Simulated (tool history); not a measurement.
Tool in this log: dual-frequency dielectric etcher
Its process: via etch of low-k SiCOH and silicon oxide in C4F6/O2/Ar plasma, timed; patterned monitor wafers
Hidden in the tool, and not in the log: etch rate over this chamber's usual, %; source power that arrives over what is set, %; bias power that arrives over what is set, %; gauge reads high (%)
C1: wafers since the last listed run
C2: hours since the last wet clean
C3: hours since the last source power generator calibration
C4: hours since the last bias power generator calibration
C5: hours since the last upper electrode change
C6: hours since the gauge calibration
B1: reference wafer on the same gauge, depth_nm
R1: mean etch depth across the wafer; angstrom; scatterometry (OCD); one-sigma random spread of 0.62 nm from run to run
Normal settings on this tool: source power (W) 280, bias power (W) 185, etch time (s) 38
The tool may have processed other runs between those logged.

{"run": 1, "day": 0.0, "source power (W)": 280, "bias power (W)": 185, "etch time (s)": 38, "C1": 0, "C2": 421, "C3": 5114.6, "C4": 1524.7, "C5": 2834.1, "C6": 157.8, "B1": 87.4, "R1": 976}
{"run": 2, "day": 0.858, "source power (W)": 280, "bias power (W)": 185, "etch time (s)": 38, "C1": 332, "C2": 441.6, "C3": 5135.2, "C4": 1545.3, "C5": 2854.7, "C6": 178.4, "B1": 87.4, "R1": 984}
{"run": 3, "day": 2.338, "source power (W)": 280, "bias power (W)": 185, "etch time (s)": 38, "C1": 572, "C2": 477.1, "C3": 5170.7, "C4": 1580.8, "C5": 2890.2, "C6": 213.9, "B1": 87.3, "R1": 982}
{"run": 4, "day": 3.475, "source power (W)": 280, "bias power (W)": 185, "etch time (s)": 38, "C1": 439, "C2": 504.4, "C3": 5198, "C4": 1608.1, "C5": 2917.5, "C6": 241.2, "B1": 87.3, "R1": 985}
{"day": 4.708, "done": "wet clean of the chamber"}
{"day": 5.342, "done": "source power generator calibrated"}
{"day": 5.354, "done": "gauge calibrated"}
{"day": 5.379, "done": "upper electrode replaced"}
{"run": 5, "day": 5.4, "source power (W)": 280, "bias power (W)": 185, "etch time (s)": 38, "C1": 279, "C2": 16.6, "C3": 1.4, "C4": 1654.3, "C5": 0.5, "C6": 1.1, "B1": 87.3, "R1": 940}
{"run": 6, "day": 5.412, "source power (W)": 280, "bias power (W)": 185, "etch time (s)": 38, "C1": 4, "C2": 16.9, "C3": 1.7, "C4": 1654.6, "C5": 0.8, "C6": 1.4, "B1": 87.3, "R1": 943}
{"day": 6.4, "done": "bias power generator calibrated"}
{"run": 7, "day": 6.55, "source power (W)": 280, "bias power (W)": 185, "etch time (s)": 38, "C1": 375, "C2": 44.2, "C3": 29, "C4": 3.6, "C5": 28.1, "C6": 28.7, "B1": 87.3, "R1": 937}
{"run": 8, "day": 7.579, "source power (W)": 280, "bias power (W)": 231, "etch time (s)": 38, "C1": 398, "C2": 68.9, "C3": 53.7, "C4": 28.3, "C5": 52.8, "C6": 53.4, "B1": 87.4, "R1": 1006}
{"run": 9, "day": 8.183, "source power (W)": 280, "bias power (W)": 200, "etch time (s)": 38, "C1": 233, "C2": 83.4, "C3": 68.2, "C4": 42.8, "C5": 67.3, "C6": 67.9, "B1": 87.3, "R1": 970}
{"run": 10, "day": 9.15, "source power (W)": 280, "bias power (W)": 185, "etch time (s)": 38, "C1": 373, "C2": 106.6, "C3": 91.4, "C4": 66, "C5": 90.5, "C6": 91.1, "B1": 87.2, "R1": 951}
{"run": 11, "day": 10.842, "source power (W)": 280, "bias power (W)": 185, "etch time (s)": 38, "C1": 654, "C2": 147.2, "C3": 132, "C4": 106.6, "C5": 131.1, "C6": 131.7, "B1": 87.3, "R1": 958}
{"run": 12, "day": 11.433, "source power (W)": 230, "bias power (W)": 154, "etch time (s)": 28.5, "C1": 228, "C2": 161.4, "C3": 146.2, "C4": 120.8, "C5": 145.3, "C6": 145.9, "B1": 87.2, "R1": 656}
{"run": 13, "day": 12.162, "source power (W)": 280, "bias power (W)": 185, "etch time (s)": 46, "C1": 282, "C2": 178.9, "C3": 163.7, "C4": 138.3, "C5": 162.8, "C6": 163.4, "B1": 87.2, "R1": 1170}
{"run": 14, "day": 12.988, "source power (W)": 300, "bias power (W)": 171, "etch time (s)": 47, "C1": 319, "C2": 198.7, "C3": 183.5, "C4": 158.1, "C5": 182.6, "C6": 183.2, "B1": 87.3, "R1": 1182}

Pick out some run-to-run changes in R1. Of each, how much would a tool without hidden state show as well, from the settings, what came in and chance, and how much is left for the hidden state and any gauge scatter not in both results compared?
Run 4 -> 5: wet clean of the chamber, source power generator calibrated, gauge calibrated, upper electrode replaced. R1 -45 angstrom: hidden state -46, all else +1.
Run 12 -> 13: source power (W) 230 -> 280, bias power (W) 154 -> 185, etch time (s) 28.5 -> 46. R1 +514 angstrom: hidden state +10, all else +504.
